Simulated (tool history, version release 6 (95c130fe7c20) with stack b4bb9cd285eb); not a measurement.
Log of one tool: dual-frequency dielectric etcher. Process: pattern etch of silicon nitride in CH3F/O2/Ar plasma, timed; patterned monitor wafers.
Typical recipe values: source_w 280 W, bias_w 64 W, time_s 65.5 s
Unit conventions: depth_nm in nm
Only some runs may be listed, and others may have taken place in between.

run	hour	source_w	bias_w	time_s	read-back reference wafer on the same gauge, depth_nm	depth_nm
1	0	280	64	55	43.19	32.93
2	59.7	280	64	55	43.24	32.73
3	124.6	280	64	65.5	43.2	39.08
4	162.7	280	64	65.5	43.2	39.06
5	217.5	280	64	65.5	43.2	39.2
6	288.5	280	75	61	43.21	38.75
7	313.9	280	75	61	43.21	38.88
# hour 398.1: wet clean of the chamber
8	398.6	280	75	61	43.21	38.65
9	413	280	64	65.5	43.21	38.94
10	469	280	64	65.5	43.18	39.17
11	496	280	64	65.5	43.18	38.97
12	537.5	280	75	60	43.21	38.28
13	587	250	54	55	43.21	28.43
14	637.1	310	64	49.5	43.18	31.2
15	683.9	250	54	79.5	43.18	41.2
16	735.4	340	74	65.5	43.2	46.04
# hour 772.3: gauge calibrated
17	801.9	280	64	46.5	43.21	27.68
18	833	280	64	78.5	43.19	46.64
# hour 871.1: wet clean of the chamber
19	871.6	280	64	65.5	43.19	39.03
# hour 906.4: bias power generator calibrated
20	906.9	220	64	78.5	43.2	39.85
21	934.9	280	74	65.5	43.21	41.38
22	998.4	280	64	65.5	43.2	39.25
# hour 1054.5: source power generator calibrated
# hour 1068.2: upper electrode replaced
23	1068.7	220	73	46.5	43.23	25.77
24	1093.6	250	56	84.5	43.22	45.59
25	1147.2	300	77	65.5	43.23	45.07
26	1191.6	350	74	55	43.2	40.56
27	1263.2	280	64	65.5	43.19	40.08
# hour 1306.2: wet clean of the chamber
28	1331.3	280	64	65.5	43.19	39.8
29	1386.8	280	64	76	43.19	46.63
30	1458.6	280	64	65.5	43.19	39.99

Here are 4 independent what-if runs from the current tool condition. What would each one return?
A	1459	280	64	65.5	?	?
B	1459	250	75	56	?	?
C	1459	350	56	71.5	?	?
D	1459	310	64	65.5	?	?

run	read-back reference wafer on the same gauge, depth_nm	depth_nm
A	43.22	39.62
B	43.22	33.74
C	43.22	46.6
D	43.22	42.08
The same runs, with their run-to-run variation unchanged, on a tool lacking any hidden condition would have given:
run	depth_nm
A	39.96
B	34.02
C	47.01
D	42.44

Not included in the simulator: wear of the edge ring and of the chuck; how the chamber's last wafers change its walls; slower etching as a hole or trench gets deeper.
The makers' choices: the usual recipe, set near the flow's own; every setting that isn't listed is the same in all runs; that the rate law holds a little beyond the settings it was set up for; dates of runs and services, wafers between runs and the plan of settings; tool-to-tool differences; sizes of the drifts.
